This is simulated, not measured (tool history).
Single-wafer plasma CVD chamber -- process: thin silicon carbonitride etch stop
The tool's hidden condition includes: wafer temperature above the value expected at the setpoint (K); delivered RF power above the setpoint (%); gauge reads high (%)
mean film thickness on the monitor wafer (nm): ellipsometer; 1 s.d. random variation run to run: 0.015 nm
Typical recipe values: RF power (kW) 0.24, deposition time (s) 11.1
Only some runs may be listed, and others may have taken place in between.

run   hour  RF power (kW)  deposition time (s)  wafers since the last listed run  hours since the last thermocouple change  hours since the last RF generator calibration  hours since the showerhead was replaced  hours since the gauge calibration  read-back reference wafer on the same gauge, thickness_nm  mean film thickness on the monitor wafer (nm)
  1      0           0.24                 11.1                                 0                                    2070.7                                         1226.6                                   3019.5                              224.1                                                      7.789                                          7.162
  2   54.5           0.24                 11.1                              1899                                    2125.2                                         1281.1                                     3074                              278.6                                                      7.798                                          7.198
  3   81.6           0.24                 11.1                               944                                    2152.3                                         1308.2                                   3101.1                              305.7                                                      7.791                                          7.168
  4    151           0.24                 11.1                              2419                                    2221.7                                         1377.6                                   3170.5                              375.1                                                      7.793                                          7.188
  5  211.7           0.24                 11.1                              2115                                    2282.4                                         1438.3                                   3231.2                              435.8                                                      7.783                                          7.192
  6  278.9           0.24                 11.1                              2342                                    2349.6                                         1505.5                                   3298.4                                503                                                      7.787                                          7.167
  7  330.7           0.24                 11.1                              1805                                    2401.4                                         1557.3                                   3350.2                              554.8                                                      7.785                                          7.191
  8    400           0.24                 11.1                              2415                                    2470.7                                         1626.6                                   3419.5                              624.1                                                      7.784                                          7.155
  9  433.8           0.24                 11.1                              1178                                    2504.5                                         1660.4                                   3453.3                              657.9                                                      7.793                                          7.133
 10  494.4           0.24                 11.1                              2112                                    2565.1                                           1721                                   3513.9                              718.5                                                      7.786                                          7.136
     509.3  -- gauge calibrated
 11  547.5           0.24                   10                              1850                                    2618.2                                         1774.1                                     3567                               38.2                                                      7.783                                          6.431
 12    618          0.205                 11.1                              2457                                    2688.7                                         1844.6                                   3637.5                              108.7                                                      7.787                                          6.847
 13  689.9           0.24                 11.1                              2506                                    2760.6                                         1916.5                                   3709.4                              180.6                                                      7.794                                          7.132
     720.1  -- showerhead replaced
 14  720.6           0.24                 11.1                               791                                    2791.3                                         1947.2                                      0.5                              211.3                                                      7.789                                          7.147
 15  772.1           0.24                 12.5                              1795                                    2842.8                                         1998.7                                       52                              262.8                                                      7.796                                          8.021

Estimate the outcome of run 16 from the log above:
 16   821           0.24                 11.1                              1704                                    2891.7                                         2047.6                                    100.9                              311.7                                                          ?                                              ?

{"run 16": {"read-back reference wafer on the same gauge, thickness_nm": 7.796, "mean film thickness on the monitor wafer (nm)": 7.131}}
Without the tool's hidden state the same run would have given mean film thickness on the monitor wafer (nm) 7.233.
